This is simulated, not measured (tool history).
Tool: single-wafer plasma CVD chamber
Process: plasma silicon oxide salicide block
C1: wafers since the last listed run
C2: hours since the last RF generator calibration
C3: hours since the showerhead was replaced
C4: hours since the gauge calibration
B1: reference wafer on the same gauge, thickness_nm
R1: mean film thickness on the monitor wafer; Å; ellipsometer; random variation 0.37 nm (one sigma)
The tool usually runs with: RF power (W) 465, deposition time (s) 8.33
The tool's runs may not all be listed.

Run 1, day 0: usual settings but deposition time (s) 7.4; C1 0; C2 449.4; C3 4781.8; C4 2950; B1 65.814. Result: R1 689.7 Å.
Run 2, day 2.779: usual settings but deposition time (s) 7.4; C1 1092; C2 516.1; C3 4848.5; C4 3016.7; B1 65.855. Result: R1 688.47 Å.
Run 3, day 4.479: usual settings; C1 668; C2 556.9; C3 4889.3; C4 3057.5; B1 65.872. Result: R1 778.52 Å.
Run 4, day 8.538: usual settings; C1 1594; C2 654.3; C3 4986.7; C4 3154.9; B1 65.841. Result: R1 771.78 Å.
Run 5, day 11.838: usual settings; C1 1296; C2 733.5; C3 5065.9; C4 3234.1; B1 65.866. Result: R1 772.19 Å.
Run 6, day 15.871: usual settings but RF power (W) 530; C1 1585; C2 830.3; C3 5162.7; C4 3330.9; B1 65.855. Result: R1 793.63 Å.
Run 7, day 19.229: usual settings but RF power (W) 530; C1 1319; C2 910.9; C3 5243.3; C4 3411.5; B1 66.038. Result: R1 805.07 Å.
Run 8, day 22.038: usual settings but RF power (W) 530; C1 1103; C2 978.3; C3 5310.7; C4 3478.9; B1 65.975. Result: R1 797.6 Å.
Run 9, day 24.562: usual settings but RF power (W) 515; C1 992; C2 1038.9; C3 5371.3; C4 3539.5; B1 65.967. Result: R1 792.26 Å.
Run 10, day 28.817: usual settings but RF power (W) 515; C1 1671; C2 1141; C3 5473.4; C4 3641.6; B1 65.91. Result: R1 786.29 Å.
Run 11, day 31.954: usual settings but RF power (W) 515; C1 1232; C2 1216.3; C3 5548.7; C4 3716.9; B1 65.866. Result: R1 788.78 Å.
Run 12, day 35.521: usual settings; C1 1401; C2 1301.9; C3 5634.3; C4 3802.5; B1 65.862. Result: R1 762.28 Å.
At day 37.558: RF generator calibrated.
Run 13, day 38.379: usual settings but RF power (W) 520; C1 992; C2 19.7; C3 5702.9; C4 3871.1; B1 65.814. Result: R1 778.62 Å.
At day 41.104: gauge calibrated.
Run 14, day 50.804: usual settings but RF power (W) 520; C1 4882; C2 317.9; C3 6001.1; C4 232.8; B1 65.871. Result: R1 779.49 Å.
Run 15, day 53.792: usual settings but RF power (W) 520; C1 1174; C2 389.6; C3 6072.8; C4 304.5; B1 65.788. Result: R1 778.09 Å.
Run 16, day 55.462: usual settings but RF power (W) 515, deposition time (s) 7.51; C1 656; C2 429.7; C3 6112.9; C4 344.6; B1 65.727. Result: R1 701.28 Å.
Run 17, day 59.692: usual settings; C1 1661; C2 531.2; C3 6214.4; C4 446.1; B1 65.903. Result: R1 746.09 Å.
Run 18, day 63.55: usual settings; C1 1516; C2 623.8; C3 6307; C4 538.7; B1 65.847. Result: R1 751.64 Å.
Run 19, day 65.362: usual settings; C1 712; C2 667.3; C3 6350.5; C4 582.2; B1 66.051. Result: R1 753.46 Å.
Run 20, day 68.262: usual settings but RF power (W) 395, deposition time (s) 7.29; C1 1139; C2 736.9; C3 6420.1; C4 651.8; B1 65.951. Result: R1 629.18 Å.
At day 69.108: RF generator calibrated, repeated, since the last time left the tool worse.
Run 21, day 70.271: usual settings; C1 658; C2 27.9; C3 6468.3; C4 700; B1 65.921. Result: R1 780.42 Å.
Run 22, day 71.942: usual settings but deposition time (s) 9.71; C1 656; C2 68; C3 6508.4; C4 740.1; B1 65.882. Result: R1 905.69 Å.
Run 23, day 74.375: usual settings but RF power (W) 385, deposition time (s) 7.43; C1 956; C2 126.4; C3 6566.8; C4 798.5; B1 65.935. Result: R1 651.29 Å.
Run 24, day 76.438: usual settings but deposition time (s) 9.08; C1 810; C2 175.9; C3 6616.3; C4 848; B1 65.886. Result: R1 847.27 Å.
Run 25, day 80.362: usual settings; C1 1542; C2 270.1; C3 6710.5; C4 942.2; B1 65.841. Result: R1 769.36 Å.
Run 26, day 83.546: usual settings but RF power (W) 375, deposition time (s) 6.81; C1 1250; C2 346.5; C3 6786.9; C4 1018.6; B1 65.931. Result: R1 598.99 Å.
Run 27, day 85.079: usual settings but RF power (W) 530; C1 602; C2 383.3; C3 6823.7; C4 1055.4; B1 65.824. Result: R1 799.67 Å.
Run 28, day 89.171: usual settings but RF power (W) 395, deposition time (s) 7.27; C1 1607; C2 481.5; C3 6921.9; C4 1153.6; B1 65.894. Result: R1 648 Å.
Run 29, day 91.142: usual settings; C1 774; C2 528.8; C3 6969.2; C4 1200.9; B1 65.867. Result: R1 771.77 Å.
Run 30, day 94.158: usual settings but RF power (W) 490, deposition time (s) 8.86; C1 1185; C2 601.2; C3 7041.6; C4 1273.3; B1 65.895. Result: R1 832.39 Å.
Run 31, day 98.108: usual settings; C1 1552; C2 696; C3 7136.4; C4 1368.1; B1 65.805. Result: R1 773.45 Å.
Run 32, day 101.65: usual settings but RF power (W) 520; C1 1391; C2 781; C3 7221.4; C4 1453.1; B1 65.992. Result: R1 799.16 Å.
Run 33, day 105.538: usual settings but deposition time (s) 9.98; C1 1527; C2 874.3; C3 7314.7; C4 1546.4; B1 65.997. Result: R1 920.62 Å.
Run 34, day 107.533: usual settings but RF power (W) 520; C1 784; C2 922.2; C3 7362.6; C4 1594.3; B1 65.849. Result: R1 799.94 Å.
At day 109.696: showerhead replaced.
Run 35, day 110.621: usual settings but RF power (W) 500; C1 1082; C2 996.3; C3 22.2; C4 1668.4; B1 65.956. Result: R1 789.19 Å.
Run 36, day 112.792: usual settings but RF power (W) 490, deposition time (s) 9.57; C1 853; C2 1048.4; C3 74.3; C4 1720.5; B1 65.916. Result: R1 906.8 Å.
Run 37, day 122.2: usual settings but RF power (W) 380, deposition time (s) 9.03; C1 3697; C2 1274.2; C3 300.1; C4 1946.3; B1 65.871. Result: R1 786.18 Å.
Run 38, day 125.592: usual settings but RF power (W) 535, deposition time (s) 6.91; C1 1332; C2 1355.6; C3 381.5; C4 2027.7; B1 65.837. Result: R1 669.08 Å.
At day 126.417: RF generator calibrated.
Run 39, day 129.354: usual settings but RF power (W) 530, deposition time (s) 7.59; C1 1347; C2 70.5; C3 471.8; C4 2118; B1 65.936. Result: R1 731.06 Å.
Run 40, day 133.558: usual settings but RF power (W) 375, deposition time (s) 9.54; C1 1652; C2 171.4; C3 572.7; C4 2218.9; B1 65.832. Result: R1 841.24 Å.
Run 41, day 137.688: usual settings; C1 1622; C2 270.5; C3 671.8; C4 2318; B1 65.896. Result: R1 775.09 Å.
Run 42, day 139.908: usual settings but RF power (W) 495, deposition time (s) 9.92; C1 872; C2 323.8; C3 725.1; C4 2371.3; B1 65.837. Result: R1 937.64 Å.
Run 43, day 144.154: usual settings but deposition time (s) 8.76; C1 1668; C2 425.7; C3 827; C4 2473.2; B1 65.855. Result: R1 816.91 Å.

Consider 5 possible next runs. They are alternatives, not a sequence: every one starts from the tool as it was left by run 43. What does each give?
Run A, day 144.171: usual settings but RF power (W) 390; C1 6; C2 426.1; C3 827.4; C4 2473.6; B1 ?. Result: R1 ?.
Run B, day 144.171: usual settings but RF power (W) 505, deposition time (s) 9.9; C1 6; C2 426.1; C3 827.4; C4 2473.6; B1 ?. Result: R1 ?.
Run C, day 144.171: usual settings but RF power (W) 420, deposition time (s) 9.05; C1 6; C2 426.1; C3 827.4; C4 2473.6; B1 ?. Result: R1 ?.
Run D, day 144.171: usual settings but RF power (W) 525; C1 6; C2 426.1; C3 827.4; C4 2473.6; B1 ?. Result: R1 ?.
Run E, day 144.171: usual settings but RF power (W) 510; C1 6; C2 426.1; C3 827.4; C4 2473.6; B1 ?. Result: R1 ?.

run      B1      R1
  A  65.789   736.3
  B  65.789  943.16
  C  65.789  817.26
  D  65.789  802.62
  E  65.789  795.87
What these runs would have given with no unlogged condition in the tool:
run      R1
  A  737.93
  B  945.25
  C  819.07
  D   804.4
  E  797.63

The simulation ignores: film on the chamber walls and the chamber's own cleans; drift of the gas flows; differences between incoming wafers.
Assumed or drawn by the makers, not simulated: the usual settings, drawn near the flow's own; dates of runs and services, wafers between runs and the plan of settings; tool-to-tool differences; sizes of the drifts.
